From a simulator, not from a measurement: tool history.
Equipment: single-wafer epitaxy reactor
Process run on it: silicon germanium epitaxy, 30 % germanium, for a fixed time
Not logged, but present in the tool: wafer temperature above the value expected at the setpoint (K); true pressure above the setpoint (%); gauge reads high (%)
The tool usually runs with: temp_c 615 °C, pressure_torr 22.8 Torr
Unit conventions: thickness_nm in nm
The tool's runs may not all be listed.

run,hour,temp_c,pressure_torr,wafers since the last listed run,hours since the last pyrometer calibration,hours since the last manometer calibration,hours since the showerhead was replaced,hours since the gauge calibration,"read-back reference wafer on the same gauge, thickness_nm",thickness_nm
1,0.0,615,22.8,0,973.6,87.3,6783.8,683.8,78.029,79.911
2,94.6,615,22.8,1134,1068.2,181.9,6878.4,778.4,78.076,77.935
3,172.9,615,22.8,939,1146.5,260.2,6956.7,856.7,77.882,78.618
4,214.4,615,22.8,497,1188.0,301.7,6998.2,898.2,77.940,78.588
5,295.6,612,24.1,974,1269.2,382.9,7079.4,979.4,78.150,75.852
6,396.7,612,24.1,1212,1370.3,484.0,7180.5,1080.5,77.988,75.524
# hour 484.1: pyrometer calibrated
7,690.5,612,24.1,3428,206.4,777.8,7474.3,1374.3,78.083,75.439
# hour 727.5: gauge calibrated
# hour 765.7: showerhead replaced
8,769.3,606,22.8,849,285.2,856.6,3.6,41.8,78.041,65.542
9,848.2,606,22.8,946,364.1,935.5,82.5,120.7,77.937,65.173
10,954.9,600,26.9,1279,470.8,1042.2,189.2,227.4,77.876,60.406
11,1002.1,605,18.6,566,518.0,1089.4,236.4,274.6,78.086,59.907
# hour 1083.3: capacitance manometer re-zeroed and calibrated
12,1094.1,627,20.0,1007,610.0,10.8,328.4,366.6,78.152,96.536
13,1194.2,620,27.0,1200,710.1,110.9,428.5,466.7,78.103,90.936
14,1258.5,620,26.0,771,774.4,175.2,492.8,531.0,78.037,90.584
15,1314.6,621,22.8,672,830.5,231.3,548.9,587.1,77.925,89.360
16,1420.2,600,26.9,1266,936.1,336.9,654.5,692.7,78.013,60.759
17,1483.7,615,22.8,761,999.6,400.4,718.0,756.2,77.943,78.427
18,1577.0,615,22.8,1119,1092.9,493.7,811.3,849.5,77.933,78.519

Predict each of these 5 candidate next runs independently; none follows another, all start after run 18:
A,1577.4,615,22.8,4,1093.3,494.1,811.7,849.9,?,?
B,1577.4,627,24.6,4,1093.3,494.1,811.7,849.9,?,?
C,1577.4,615,19.1,4,1093.3,494.1,811.7,849.9,?,?
D,1577.4,628,21.0,4,1093.3,494.1,811.7,849.9,?,?
E,1577.4,629,20.1,4,1093.3,494.1,811.7,849.9,?,?

run,"read-back reference wafer on the same gauge, thickness_nm",thickness_nm
A,78.053,77.876
B,78.053,100.875
C,78.053,74.317
D,78.053,98.533
E,78.053,99.318
Stripped of hidden state, with their random variation kept, the same runs would have yielded:
run,thickness_nm
A,78.584
B,101.792
C,74.993
D,99.429
E,100.221
